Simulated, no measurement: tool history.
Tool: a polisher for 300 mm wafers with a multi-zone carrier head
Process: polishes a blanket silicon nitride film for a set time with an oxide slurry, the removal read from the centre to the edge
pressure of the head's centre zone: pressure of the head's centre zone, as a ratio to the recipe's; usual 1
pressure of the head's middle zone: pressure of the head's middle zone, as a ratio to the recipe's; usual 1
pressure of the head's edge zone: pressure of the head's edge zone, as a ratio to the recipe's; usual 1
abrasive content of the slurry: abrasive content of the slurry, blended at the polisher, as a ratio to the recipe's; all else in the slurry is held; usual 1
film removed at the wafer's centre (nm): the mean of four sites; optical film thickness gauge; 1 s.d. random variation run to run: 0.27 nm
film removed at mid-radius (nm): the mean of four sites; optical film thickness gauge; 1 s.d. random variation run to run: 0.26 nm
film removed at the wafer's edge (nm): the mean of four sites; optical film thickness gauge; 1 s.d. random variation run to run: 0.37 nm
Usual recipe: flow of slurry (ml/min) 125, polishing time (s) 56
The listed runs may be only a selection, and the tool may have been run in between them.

run    hour  flow of slurry (ml/min)  pressure of the head's centre zone  pressure of the head's middle zone  pressure of the head's edge zone  abrasive content of the slurry  polishing time (s)  wafers since the last listed run  wafers polished on this pad  hours since the slurry nozzle was cleaned  hours since the centre zone pressure was calibrated  hours since the edge zone pressure was calibrated  hours since the carrier head's membrane was replaced  incoming thickness of the incoming film, nm  film removed at the wafer's centre (nm)  film removed at mid-radius (nm)  film removed at the wafer's edge (nm)
  1       0                      125                                   1                                   1                                 1                               1                  56                                 0                         5243                                      550.1                                                735.6                                               85.7                                                 143.9                                        393.8                                     31.2                             31.2                                     32
       54.6  -- slurry nozzle cleaned
  2    82.8                      125                                   1                                1.04                                 1                               1                  56                               722                         5966                                       28.2                                                818.4                                              168.5                                                 226.7                                        390.5                                       34                             33.9                                   33.7
  3   129.4                      125                                   1                                   1                              0.91                               1                  56                               411                         6377                                       74.8                                                  865                                              215.1                                                 273.3                                        390.1                                     33.3                             32.9                                   32.3
      143.9  -- worn pad replaced by a new one
        212  -- centre zone pressure recalibrated
  4   235.3                      125                                   1                                   1                                 1                               1                  56                               882                          789                                      180.7                                                 23.3                                                321                                                 379.2                                        393.7                                     33.2                             32.9                                   33.2
  5   326.1                      150                                   1                                   1                                 1                               1                  62                               802                         1591                                      271.5                                                114.1                                              411.8                                                   470                                        387.7                                     37.6                             37.8                                   37.9
  6   396.8                      125                                   1                                   1                              0.93                             1.2                  37                               624                         2216                                      342.2                                                184.8                                              482.5                                                 540.7                                          389                                     22.7                             22.6                                   22.5
  7   464.2                      135                                   1                                   1                              1.07                             1.2                  76                               595                         2811                                      409.6                                                252.2                                              549.9                                                 608.1                                        385.6                                     48.8                             46.9                                   49.5
      738.8  -- carrier head's membrane replaced by a new one
  8   748.7                      125                                0.95                                   1                                 1                               1                  56                              2469                         5281                                      694.1                                                536.7                                              834.4                                                   9.9                                        388.5                                     30.7                               31                                   32.5
      764.6  -- slurry nozzle cleaned
  9   789.8                      140                                1.03                                1.04                                 1                             1.1                  56                               354                         5635                                       25.2                                                577.8                                              875.5                                                    51                                        385.8                                     36.2                               36                                   35.4
 10   895.9                      125                                   1                                   1                              0.93                             1.2                  37                               937                         6573                                      131.3                                                683.9                                              981.6                                                 157.1                                          389                                     23.8                             23.3                                   22.9
      928.5  -- worn pad replaced by a new one
 11   993.9                      150                                   1                                   1                                 1                             0.8                  56                               830                          577                                      229.3                                                781.9                                             1079.6                                                 255.1                                        388.7                                     32.7                             31.3                                   32.3
 12  1048.6                      125                                   1                                   1                                 1                               1                  64                               483                         1060                                        284                                                836.6                                             1134.3                                                 309.8                                        391.9                                     38.1                             36.6                                   38.1
 13  1088.6                      115                                   1                                   1                              1.11                               1                  65                               353                         1414                                        324                                                876.6                                             1174.3                                                 349.8                                        386.8                                     37.4                             36.4                                   40.1
     1144.3  -- centre zone pressure recalibrated
 14  1178.7                      125                                   1                                   1                                 1                               1                  56                               778                         2192                                      414.1                                                 34.4                                             1264.4                                                 439.9                                        390.9                                     32.4                               32                                     34
 15    1284                      125                                   1                                0.89                                 1                             1.2                  42                               930                         3123                                      519.4                                                139.7                                             1369.7                                                 545.2                                        384.9                                     25.8                             24.2                                   26.8
     1348.6  -- edge zone pressure recalibrated
 16  1389.7                      125                                   1                                   1                                 1                               1                  56                               916                         4039                                      625.1                                                245.4                                               41.1                                                 650.9                                        392.5                                     31.4                             30.8                                   32.9
 17  1465.9                      125                                   1                                1.12                                 1                               1                  71                               673                         4712                                      701.3                                                321.6                                              117.3                                                 727.1                                        384.6                                     39.4                             41.5                                     42
     1511.4  -- slurry nozzle cleaned
     1515.7  -- carrier head's membrane replaced by a new one
 18  1517.3                       80                                1.04                                 0.9                              0.89                               1                  56                               406                         5119                                        5.9                                                  373                                              168.7                                                   1.6                                        389.9                                     29.4                             26.7                                   28.9
 19  1563.1                      125                                   1                                0.97                              1.09                               1                  56                               404                         5524                                       51.7                                                418.8                                              214.5                                                  47.4                                        390.1                                       33                             32.3                                     35
     1589.3  -- worn pad replaced by a new one
 20  1609.6                      125                                   1                                   1                                 1                               1                  56                               375                          179                                       98.2                                                465.3                                                261                                                  93.9                                        394.5                                     33.4                             32.7                                   34.4
 21  1670.3                      125                                0.94                                0.96                              1.07                               1                  56                               536                          715                                      158.9                                                  526                                              321.7                                                 154.6                                        385.8                                     31.8                             31.8                                   34.4

What would each run have given without the hidden state, its run-to-run variation left as it was?
Hidden state at play: removal rate lost through wear of the pad, %; slurry flow missing at the pad, %; deviation of the centre zone's pressure from its setpoint, %; deviation of the edge zone's pressure from its setpoint, %.
run  film removed at the wafer's centre (nm)  film removed at mid-radius (nm)  film removed at the wafer's edge (nm)
  1                                     33.3                             33.1                                   33.3
  2                                     34.2                             34.1                                   33.8
  3                                     33.7                             33.2                                   32.6
  4                                     33.9                             33.5                                   33.6
  5                                     38.6                             38.6                                   38.5
  6                                     23.6                             23.4                                     23
  7                                     50.9                             48.7                                   50.8
  8                                     33.5                             33.4                                   34.2
  9                                     36.3                             36.1                                   35.5
 10                                     24.1                             23.6                                   23.1
 11                                     33.4                             31.8                                   32.7
 12                                     39.2                             37.5                                   38.8
 13                                     38.8                             37.6                                     41
 14                                     33.8                             33.3                                   34.9
 15                                     27.3                             25.4                                   27.7
 16                                     33.7                             32.7                                   34.3
 17                                     42.7                             44.6                                   44.2
 18                                     29.8                               27                                   29.1
 19                                     33.4                             32.7                                   35.2
 20                                       34                             33.2                                   34.8
 21                                     32.5                             32.4                                   34.9

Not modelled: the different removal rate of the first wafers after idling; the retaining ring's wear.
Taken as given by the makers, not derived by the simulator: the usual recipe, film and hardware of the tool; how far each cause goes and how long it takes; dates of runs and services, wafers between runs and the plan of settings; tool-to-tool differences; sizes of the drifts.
